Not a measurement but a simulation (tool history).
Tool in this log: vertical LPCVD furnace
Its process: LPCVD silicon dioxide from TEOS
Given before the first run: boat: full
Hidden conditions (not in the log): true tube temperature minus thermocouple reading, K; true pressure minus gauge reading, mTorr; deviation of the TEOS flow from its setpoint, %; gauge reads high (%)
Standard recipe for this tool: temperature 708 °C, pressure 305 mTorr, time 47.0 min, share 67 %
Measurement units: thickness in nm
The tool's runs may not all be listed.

run,hour,temperature,pressure,time,share,wafers since the last listed run,hours since the last temperature calibration,hours since the pressure gauge was zeroed,hours since the TEOS flow controller was replaced,hours since the gauge calibration,"read-back reference wafer on the same gauge, thickness",thickness
1,0.0,708,305,47.0,67,0,3262.6,5250.4,7427.8,90.1,491.05,454.58
2,15.7,708,305,47.0,67,251,3278.3,5266.1,7443.5,105.8,491.37,453.03
3,28.2,708,305,47.0,67,200,3290.8,5278.6,7456.0,118.3,490.89,453.42
4,45.2,708,305,47.0,67,272,3307.8,5295.6,7473.0,135.3,491.04,452.65
5,62.8,708,305,47.0,77,281,3325.4,5313.2,7490.6,152.9,490.96,486.52
6,68.8,708,305,35.5,67,96,3331.4,5319.2,7496.6,158.9,490.72,343.13
7,76.1,708,305,35.5,67,116,3338.7,5326.5,7503.9,166.2,491.03,343.14
8,87.6,708,305,35.5,67,184,3350.2,5338.0,7515.4,177.7,490.84,343.65
9,98.3,708,305,47.0,67,171,3360.9,5348.7,7526.1,188.4,491.11,454.05
# hour 108.8: gauge calibrated
# hour 133.9: pressure gauge zeroed
10,134.4,708,305,47.0,67,193,3397.0,0.5,7562.2,25.6,490.91,454.66
11,138.5,708,305,47.0,67,65,3401.1,4.6,7566.3,29.7,490.99,454.51
12,142.5,708,305,47.0,67,64,3405.1,8.6,7570.3,33.7,491.13,455.58
13,149.7,708,305,47.0,67,115,3412.3,15.8,7577.5,40.9,491.21,455.86
14,158.2,708,305,47.0,67,136,3420.8,24.3,7586.0,49.4,490.85,455.41
# hour 185.5: TEOS flow controller replaced
15,186.0,708,305,47.0,67,60,3448.6,52.1,0.5,77.2,491.24,456.11
16,190.1,714,305,47.0,67,65,3452.7,56.2,4.6,81.3,490.76,523.01
# hour 218.5: thermocouples replaced and temperature profile calibrated
17,219.0,697,305,47.0,67,78,0.5,85.1,33.5,110.2,491.05,333.55
18,223.1,708,305,47.0,67,65,4.6,89.2,37.6,114.3,491.23,430.54
19,230.9,708,340,47.0,56,124,12.4,97.0,45.4,122.1,491.00,415.53

For run 20, what comes out?
20,247.8,701,355,57.0,63,270,29.3,113.9,62.3,139.0,?,?

read-back reference wafer on the same gauge, thickness: 491.25
thickness: 464.82 nm
Were there no unlogged condition in the tool, this run, its random variation unchanged, would have produced thickness 456.90 nm.
